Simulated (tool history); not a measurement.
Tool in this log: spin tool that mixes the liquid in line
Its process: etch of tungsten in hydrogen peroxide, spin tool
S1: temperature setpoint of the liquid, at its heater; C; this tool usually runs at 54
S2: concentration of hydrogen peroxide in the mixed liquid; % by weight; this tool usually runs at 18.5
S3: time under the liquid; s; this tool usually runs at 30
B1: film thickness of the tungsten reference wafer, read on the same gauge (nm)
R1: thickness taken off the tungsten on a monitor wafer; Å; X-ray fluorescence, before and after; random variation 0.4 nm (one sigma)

run	day	S1	S2	S3	B1	R1
1	0	54	18.5	30	59.96	382.5
2	2.117	54	18.5	30	60.03	382.2
3	4.454	54	18.5	30	59.98	391.4
# day 4.646: peroxide flow meter replaced
4	5.562	54	18.5	30	59.97	389.1
# day 5.696: new drum of peroxide connected
5	8.429	54	18.5	30	60	391
6	11.412	54	18.5	30	59.97	381.2
7	13.908	54	18.5	30	59.93	374.6
# day 15.329: gauge calibrated
8	18.958	51	16.5	20	60.02	201.8
9	21.333	54	18.5	30	60.02	373.9
10	22.546	54	18.5	20	59.97	250.8
# day 23.258: new drum of peroxide connected
11	25.233	49	15.5	25	60.06	208.1
12	26.788	54	18.5	30	59.99	372.3
# day 27.308: heated supply line repaired
# day 28.029: thermometer replaced
13	33.517	54	18.5	30	60.01	422.6
14	34.738	54	18.5	30	60.04	427.8
15	37.133	64	18.5	40	59.94	998.3
# day 38.283: new drum of peroxide connected
16	38.304	54	23.5	15	59.95	239.5
17	40.596	60.5	18.5	30	60.01	614.5
18	42.008	58	16	30	60.02	490.7
19	43.671	54	18.5	45	59.99	621.3
20	44.842	54	18.5	30	59.98	427.1
21	47.792	59.5	18.5	40	59.94	774.3
22	49.871	54	18.5	50	59.98	688.9
23	51.529	63.5	18.5	30	60	718.8
24	54.379	63.5	16	30	60.02	671.1
# day 55.55: new drum of peroxide connected
25	57.108	46	18.5	20	59.97	171.1

Per-run results on a tool with no hidden state, each run keeping its own random variation:
Hidden state at play: liquid colder than its thermometer reads (K); peroxide flow above the setpoint (%); temperature lost on the way to the wafer (K); peroxide weaker than its label (%); gauge reads high (%).
run	R1
1	424.8
2	425.2
3	436.5
4	434.2
5	437.4
6	427.7
7	421.1
8	228.5
9	423.1
10	284.2
11	237.2
12	423.3
13	428.7
14	434.2
15	1014.7
16	244
17	626.6
18	501.1
19	635.6
20	437.4
21	794.2
22	708.5
23	739.4
24	691.8
25	177.4
